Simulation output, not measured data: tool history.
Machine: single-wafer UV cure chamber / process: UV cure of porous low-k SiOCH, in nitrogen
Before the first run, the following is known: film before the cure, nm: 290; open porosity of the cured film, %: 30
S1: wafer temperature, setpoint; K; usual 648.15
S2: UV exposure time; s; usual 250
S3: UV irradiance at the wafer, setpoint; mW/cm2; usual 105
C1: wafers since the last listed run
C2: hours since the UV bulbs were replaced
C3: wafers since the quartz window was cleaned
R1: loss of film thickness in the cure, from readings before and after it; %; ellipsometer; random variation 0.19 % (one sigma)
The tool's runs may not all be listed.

run	hour	S1	S2	S3	C1	C2	C3	R1
1	0.0	643.15	250	105	0	604.9	743	13.805
2	29.8	643.15	250	105	181	634.7	925	13.444
3	63.4	643.15	250	105	204	668.3	1130	13.525
4	97.9	648.15	250	105	210	702.8	1340	13.545
5	128.8	648.15	250	105	188	733.7	1528	13.762
6	145.6	648.15	250	105	102	750.5	1631	13.452
7	164.1	648.15	250	105	112	769.0	1743	13.575
8	182.9	648.15	250	105	114	787.8	1858	13.088
9	208.8	648.15	340	105	157	813.7	2016	14.809
10	220.9	648.15	340	105	73	825.8	2089	15.001
11	251.3	648.15	185	105	185	856.2	2275	11.701
12	265.2	648.15	185	105	84	870.1	2359	11.842
13	283.0	648.15	250	105	108	887.9	2468	13.551
14	297.5	642.15	250	105	88	902.4	2556	13.022
15	330.5	642.15	250	105	201	935.4	2757	13.045
16	398.4	648.15	250	105	413	1003.3	3171	12.879
17	413.7	648.15	250	105	93	1018.6	3264	12.921
18	444.2	648.15	135	105	185	1049.1	3450	9.775
19	459.1	648.15	135	105	90	1064.0	3541	10.069
20	494.8	648.15	250	89	217	1099.7	3759	12.078
21	510.2	643.15	250	105	93	1115.1	3852	12.854
22	540.4	648.15	250	105	184	1145.3	4036	12.832
23	567.6	648.15	375	140	165	1172.5	4202	16.251
# hour 579.0: quartz window cleaned
24	589.2	667.15	185	105	82	1194.1	62	12.900
25	609.9	648.15	250	105	126	1214.8	188	13.987
26	623.0	667.15	185	133	79	1227.9	268	14.052
27	655.0	636.15	380	70	195	1259.9	463	13.564
28	667.7	643.15	250	105	77	1272.6	540	13.583
29	695.8	648.15	250	105	171	1300.7	712	13.926
# hour 723.0: UV bulbs replaced
30	723.5	633.15	195	68	120	0.5	832	9.941
31	740.7	648.15	130	132	104	17.7	936	11.196
32	831.8	658.15	250	140	555	108.8	1492	15.037
33	853.9	662.15	250	119	134	130.9	1626	14.663
34	901.8	659.15	250	94	291	178.8	1918	13.410
35	925.5	665.15	250	68	144	202.5	2063	11.381
36	941.8	648.15	250	89	99	218.8	2162	12.309
37	966.3	648.15	250	79	149	243.3	2311	12.122
38	985.7	648.15	295	105	118	262.7	2429	14.187

Branching from run 38: 3 alternative next runs. What would each branch give?
A	986.2	648.15	195	105	3	263.2	2432	?
B	986.2	639.15	185	79	3	263.2	2432	?
C	986.2	637.15	210	125	3	263.2	2432	?

run	R1
A	12.219
B	10.386
C	13.230
The same runs, with their run-to-run variation unchanged, on a tool lacking any hidden condition would have given:
run	R1
A	12.977
B	11.122
C	14.002
